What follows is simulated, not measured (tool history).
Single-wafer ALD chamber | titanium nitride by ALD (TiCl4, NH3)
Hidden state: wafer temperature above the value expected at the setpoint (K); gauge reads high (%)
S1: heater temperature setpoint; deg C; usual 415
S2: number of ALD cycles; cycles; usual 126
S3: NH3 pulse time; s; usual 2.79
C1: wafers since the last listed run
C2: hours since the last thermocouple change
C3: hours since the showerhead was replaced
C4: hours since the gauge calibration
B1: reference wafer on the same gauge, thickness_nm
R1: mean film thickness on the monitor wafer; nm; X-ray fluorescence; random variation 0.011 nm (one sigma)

run    hour   S1   S2    S3   C1      C2      C3     C4     B1     R1
  1     0.0  415  126  2.79    0  1166.1  5768.0  208.1  3.020  3.017
  2    25.8  415  126  2.79   65  1191.9  5793.8  233.9  3.019  3.004
  3    42.8  406  116  2.79   43  1208.9  5810.8  250.9  3.015  2.750
  4    78.1  415  126  2.79   89  1244.2  5846.1  286.2  3.016  3.023
  5   179.1  415  126  2.79  255  1345.2  5947.1  387.2  3.020  3.027
  6   205.6  424  126  2.79   67  1371.7  5973.6  413.7  3.025  3.016
  7   224.0  424  126  2.79   46  1390.1  5992.0  432.1  3.023  3.029
  8   248.0  415  126  2.79   60  1414.1  6016.0  456.1  3.020  2.982
  9   280.7  415  126  2.79   82  1446.8  6048.7  488.8  3.022  3.010
 10   306.4  415  126  2.79   65  1472.5  6074.4  514.5  3.019  3.004
      322.3  -- thermocouple changed; heater temperature recalibrated
      323.0  -- showerhead replaced
 11   331.4  415  126  2.79   41     9.1     8.4  539.5  3.018  2.996
      337.4  -- gauge calibrated
 12   345.8  415  138  2.13   36    23.5    22.8    8.4  3.019  3.248
 13   361.9  415  138  2.13   40    39.6    38.9   24.5  3.020  3.273
 14   386.4  415  138  2.13   62    64.1    63.4   49.0  3.020  3.277
 15   407.6  415  126  2.79   53    85.3    84.6   70.2  3.018  3.009
 16   421.7  415  126  2.79   35    99.4    98.7   84.3  3.017  3.008
 17   448.5  415  126  2.79   67   126.2   125.5  111.1  3.018  3.006
 18   474.7  415  126  2.79   66   152.4   151.7  137.3  3.021  2.997
 19   506.5  408  134  2.09   80   184.2   183.5  169.1  3.021  3.149
 20   538.1  405  148  2.79   79   215.8   215.1  200.7  3.020  3.550
 21   555.6  419  139  2.79   44   233.3   232.6  218.2  3.020  3.323
 22   573.8  400  126  2.20   46   251.5   250.8  236.4  3.025  2.963
 23   588.8  406  116  2.79   37   266.5   265.8  251.4  3.016  2.775
 24   617.4  427  147  1.91   72   295.1   294.4  280.0  3.014  3.484
 25   630.3  411  141  1.69   32   308.0   307.3  292.9  3.022  3.307
 26   661.4  415  126  2.79   78   339.1   338.4  324.0  3.013  3.022
 27   687.5  415  111  3.28   66   365.2   364.5  350.1  3.020  2.661
 28   711.4  415  126  2.79   60   389.1   388.4  374.0  3.019  3.009
 29   724.0  402  149  3.22   31   401.7   401.0  386.6  3.018  3.553
 30   756.4  415  126  2.79   82   434.1   433.4  419.0  3.020  3.004
 31   834.5  426  126  3.13  197   512.2   511.5  497.1  3.022  3.011
 32   849.2  423  101  1.88   37   526.9   526.2  511.8  3.022  2.379
 33   884.1  415  151  3.28   88   561.8   561.1  546.7  3.016  3.636
 34   906.1  421  107  2.10   55   583.8   583.1  568.7  3.023  2.538
 35   940.7  415  119  2.79   87   618.4   617.7  603.3  3.020  2.862
 36   956.7  415  126  1.86   40   634.4   633.7  619.3  3.018  2.948
 37   975.5  415  126  2.79   47   653.2   652.5  638.1  3.014  3.013
 38   995.3  415  126  2.79   50   673.0   672.3  657.9  3.019  2.997
     1006.9  -- gauge calibrated
 39  1019.7  415  126  2.79   61   697.4   696.7   12.8  3.019  2.994
 40  1050.9  422  134  2.79   78   728.6   727.9   44.0  3.018  3.193
 41  1081.2  415  126  2.79   76   758.9   758.2   74.3  3.015  3.014

What the log doesn't show, run by run:
wafer temperature above the value expected at the setpoint (K): 0 in every run
gauge reads high (%): 0 in every run
